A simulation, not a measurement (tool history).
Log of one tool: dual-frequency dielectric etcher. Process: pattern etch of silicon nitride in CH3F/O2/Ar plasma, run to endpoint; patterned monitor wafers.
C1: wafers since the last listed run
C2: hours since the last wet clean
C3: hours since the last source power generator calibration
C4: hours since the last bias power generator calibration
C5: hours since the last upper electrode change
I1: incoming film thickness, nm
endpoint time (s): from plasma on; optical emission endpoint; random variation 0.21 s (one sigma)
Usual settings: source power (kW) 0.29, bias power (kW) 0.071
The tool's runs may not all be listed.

{"run": 1, "hour": 0.0, "source power (kW)": 0.26, "bias power (kW)": 0.071, "C1": 0, "C2": 0.5, "C3": 1753.5, "C4": 2822.9, "C5": 4862.2, "I1": 36.39, "endpoint time (s)": 72.1}
{"run": 2, "hour": 0.3, "source power (kW)": 0.29, "bias power (kW)": 0.071, "C1": 3, "C2": 0.8, "C3": 1753.8, "C4": 2823.2, "C5": 4862.5, "I1": 36.52, "endpoint time (s)": 70.5}
{"run": 3, "hour": 31.3, "source power (kW)": 0.29, "bias power (kW)": 0.071, "C1": 317, "C2": 31.8, "C3": 1784.8, "C4": 2854.2, "C5": 4893.5, "I1": 36.74, "endpoint time (s)": 71.2}
{"run": 4, "hour": 52.2, "source power (kW)": 0.24, "bias power (kW)": 0.066, "C1": 213, "C2": 52.7, "C3": 1805.7, "C4": 2875.1, "C5": 4914.4, "I1": 36.37, "endpoint time (s)": 76.5}
{"run": 5, "hour": 73.3, "source power (kW)": 0.24, "bias power (kW)": 0.066, "C1": 216, "C2": 73.8, "C3": 1826.8, "C4": 2896.2, "C5": 4935.5, "I1": 35.86, "endpoint time (s)": 75.3}
{"hour": 114.8, "done": "upper electrode replaced"}
{"run": 6, "hour": 115.3, "source power (kW)": 0.25, "bias power (kW)": 0.071, "C1": 184, "C2": 115.8, "C3": 1868.8, "C4": 2938.2, "C5": 0.5, "I1": 36.29, "endpoint time (s)": 72.3}
{"run": 7, "hour": 117.1, "source power (kW)": 0.25, "bias power (kW)": 0.071, "C1": 18, "C2": 117.6, "C3": 1870.6, "C4": 2940, "C5": 2.3, "I1": 36.24, "endpoint time (s)": 72.3}
{"run": 8, "hour": 137.1, "source power (kW)": 0.29, "bias power (kW)": 0.071, "C1": 204, "C2": 137.6, "C3": 1890.6, "C4": 2960, "C5": 22.3, "I1": 35.95, "endpoint time (s)": 68.9}
{"run": 9, "hour": 171.3, "source power (kW)": 0.29, "bias power (kW)": 0.071, "C1": 350, "C2": 171.8, "C3": 1924.8, "C4": 2994.2, "C5": 56.5, "I1": 36.26, "endpoint time (s)": 70}
{"run": 10, "hour": 186.3, "source power (kW)": 0.29, "bias power (kW)": 0.071, "C1": 153, "C2": 186.8, "C3": 1939.8, "C4": 3009.2, "C5": 71.5, "I1": 35.9, "endpoint time (s)": 68.5}
{"run": 11, "hour": 206.5, "source power (kW)": 0.25, "bias power (kW)": 0.084, "C1": 206, "C2": 207, "C3": 1960, "C4": 3029.4, "C5": 91.7, "I1": 36.08, "endpoint time (s)": 65.7}
{"run": 12, "hour": 222.0, "source power (kW)": 0.29, "bias power (kW)": 0.071, "C1": 158, "C2": 222.5, "C3": 1975.5, "C4": 3044.9, "C5": 107.2, "I1": 36.7, "endpoint time (s)": 70.3}
{"run": 13, "hour": 250.1, "source power (kW)": 0.29, "bias power (kW)": 0.071, "C1": 287, "C2": 250.6, "C3": 2003.6, "C4": 3073, "C5": 135.3, "I1": 36.02, "endpoint time (s)": 68.9}
{"run": 14, "hour": 280.6, "source power (kW)": 0.35, "bias power (kW)": 0.086, "C1": 312, "C2": 281.1, "C3": 2034.1, "C4": 3103.5, "C5": 165.8, "I1": 36.57, "endpoint time (s)": 60.1}
{"run": 15, "hour": 304.0, "source power (kW)": 0.32, "bias power (kW)": 0.063, "C1": 239, "C2": 304.5, "C3": 2057.5, "C4": 3126.9, "C5": 189.2, "I1": 36.43, "endpoint time (s)": 72.5}
{"run": 16, "hour": 388.6, "source power (kW)": 0.23, "bias power (kW)": 0.078, "C1": 866, "C2": 389.1, "C3": 2142.1, "C4": 3211.5, "C5": 273.8, "I1": 36.34, "endpoint time (s)": 69.9}
{"run": 17, "hour": 401.8, "source power (kW)": 0.26, "bias power (kW)": 0.077, "C1": 135, "C2": 402.3, "C3": 2155.3, "C4": 3224.7, "C5": 287, "I1": 36.43, "endpoint time (s)": 68.2}
{"hour": 453.0, "done": "wet clean of the chamber"}
{"run": 18, "hour": 453.5, "source power (kW)": 0.29, "bias power (kW)": 0.071, "C1": 283, "C2": 0.5, "C3": 2207, "C4": 3276.4, "C5": 338.7, "I1": 36.63, "endpoint time (s)": 71.4}
{"run": 19, "hour": 454.5, "source power (kW)": 0.29, "bias power (kW)": 0.071, "C1": 10, "C2": 1.5, "C3": 2208, "C4": 3277.4, "C5": 339.7, "I1": 36.53, "endpoint time (s)": 71.4}
{"run": 20, "hour": 476.3, "source power (kW)": 0.35, "bias power (kW)": 0.063, "C1": 223, "C2": 23.3, "C3": 2229.8, "C4": 3299.2, "C5": 361.5, "I1": 36.55, "endpoint time (s)": 72.2}
{"run": 21, "hour": 500.0, "source power (kW)": 0.32, "bias power (kW)": 0.076, "C1": 242, "C2": 47, "C3": 2253.5, "C4": 3322.9, "C5": 385.2, "I1": 36.02, "endpoint time (s)": 65.9}
{"run": 22, "hour": 513.0, "source power (kW)": 0.36, "bias power (kW)": 0.063, "C1": 133, "C2": 60, "C3": 2266.5, "C4": 3335.9, "C5": 398.2, "I1": 36.24, "endpoint time (s)": 71}
{"run": 23, "hour": 525.7, "source power (kW)": 0.27, "bias power (kW)": 0.08, "C1": 130, "C2": 72.7, "C3": 2279.2, "C4": 3348.6, "C5": 410.9, "I1": 36.58, "endpoint time (s)": 67.8}
{"run": 24, "hour": 543.1, "source power (kW)": 0.29, "bias power (kW)": 0.071, "C1": 178, "C2": 90.1, "C3": 2296.6, "C4": 3366, "C5": 428.3, "I1": 36.28, "endpoint time (s)": 70.2}
{"run": 25, "hour": 568.3, "source power (kW)": 0.29, "bias power (kW)": 0.088, "C1": 258, "C2": 115.3, "C3": 2321.8, "C4": 3391.2, "C5": 453.5, "I1": 36.04, "endpoint time (s)": 61.8}
{"run": 26, "hour": 600.3, "source power (kW)": 0.24, "bias power (kW)": 0.071, "C1": 327, "C2": 147.3, "C3": 2353.8, "C4": 3423.2, "C5": 485.5, "I1": 36.3, "endpoint time (s)": 73.4}
{"hour": 624.4, "done": "bias power generator calibrated"}
{"run": 27, "hour": 631.1, "source power (kW)": 0.29, "bias power (kW)": 0.054, "C1": 274, "C2": 178.1, "C3": 2384.6, "C4": 6.7, "C5": 516.3, "I1": 35.78, "endpoint time (s)": 78.8}
{"run": 28, "hour": 644.9, "source power (kW)": 0.24, "bias power (kW)": 0.055, "C1": 141, "C2": 191.9, "C3": 2398.4, "C4": 20.5, "C5": 530.1, "I1": 36.39, "endpoint time (s)": 83.1}
{"run": 29, "hour": 663.6, "source power (kW)": 0.29, "bias power (kW)": 0.071, "C1": 191, "C2": 210.6, "C3": 2417.1, "C4": 39.2, "C5": 548.8, "I1": 36.04, "endpoint time (s)": 67.6}
{"run": 30, "hour": 687.6, "source power (kW)": 0.35, "bias power (kW)": 0.084, "C1": 245, "C2": 234.6, "C3": 2441.1, "C4": 63.2, "C5": 572.8, "I1": 36.57, "endpoint time (s)": 59.7}
{"hour": 702.2, "done": "source power generator calibrated"}
{"run": 31, "hour": 768.5, "source power (kW)": 0.29, "bias power (kW)": 0.071, "C1": 787, "C2": 315.5, "C3": 66.3, "C4": 144.1, "C5": 653.7, "I1": 36.19, "endpoint time (s)": 68.1}
{"run": 32, "hour": 805.1, "source power (kW)": 0.29, "bias power (kW)": 0.071, "C1": 374, "C2": 352.1, "C3": 102.9, "C4": 180.7, "C5": 690.3, "I1": 36.11, "endpoint time (s)": 67.3}
{"run": 33, "hour": 906.4, "source power (kW)": 0.22, "bias power (kW)": 0.082, "C1": 1037, "C2": 453.4, "C3": 204.2, "C4": 282, "C5": 791.6, "I1": 36.43, "endpoint time (s)": 67}
{"run": 34, "hour": 931.7, "source power (kW)": 0.24, "bias power (kW)": 0.053, "C1": 259, "C2": 478.7, "C3": 229.5, "C4": 307.3, "C5": 816.9, "I1": 36.46, "endpoint time (s)": 84.3}
{"hour": 965.5, "done": "wet clean of the chamber"}
{"run": 35, "hour": 966.2, "source power (kW)": 0.35, "bias power (kW)": 0.065, "C1": 107, "C2": 0.7, "C3": 264, "C4": 341.8, "C5": 851.4, "I1": 36.49, "endpoint time (s)": 69.2}
{"run": 36, "hour": 987.1, "source power (kW)": 0.31, "bias power (kW)": 0.086, "C1": 213, "C2": 21.6, "C3": 284.9, "C4": 362.7, "C5": 872.3, "I1": 35.97, "endpoint time (s)": 60.4}

3 ways to go on from here, each from the tool as it stands after run 36. What would each give?
{"run": "A", "hour": 987.5, "source power (kW)": 0.33, "bias power (kW)": 0.071, "C1": 4, "C2": 22, "C3": 285.3, "C4": 363.1, "C5": 872.7, "I1": 36, "endpoint time (s)": "?"}
{"run": "B", "hour": 987.5, "source power (kW)": 0.33, "bias power (kW)": 0.066, "C1": 4, "C2": 22, "C3": 285.3, "C4": 363.1, "C5": 872.7, "I1": 36, "endpoint time (s)": "?"}
{"run": "C", "hour": 987.5, "source power (kW)": 0.29, "bias power (kW)": 0.083, "C1": 4, "C2": 22, "C3": 285.3, "C4": 363.1, "C5": 872.7, "I1": 36, "endpoint time (s)": "?"}

run=A endpoint_time_(s)=65.8
run=B endpoint_time_(s)=68.6
run=C endpoint_time_(s)=62.4
Without the tool's hidden state the same runs would have given:
run=A endpoint_time_(s)=65.7
run=B endpoint_time_(s)=68.4
run=C endpoint_time_(s)=62.3
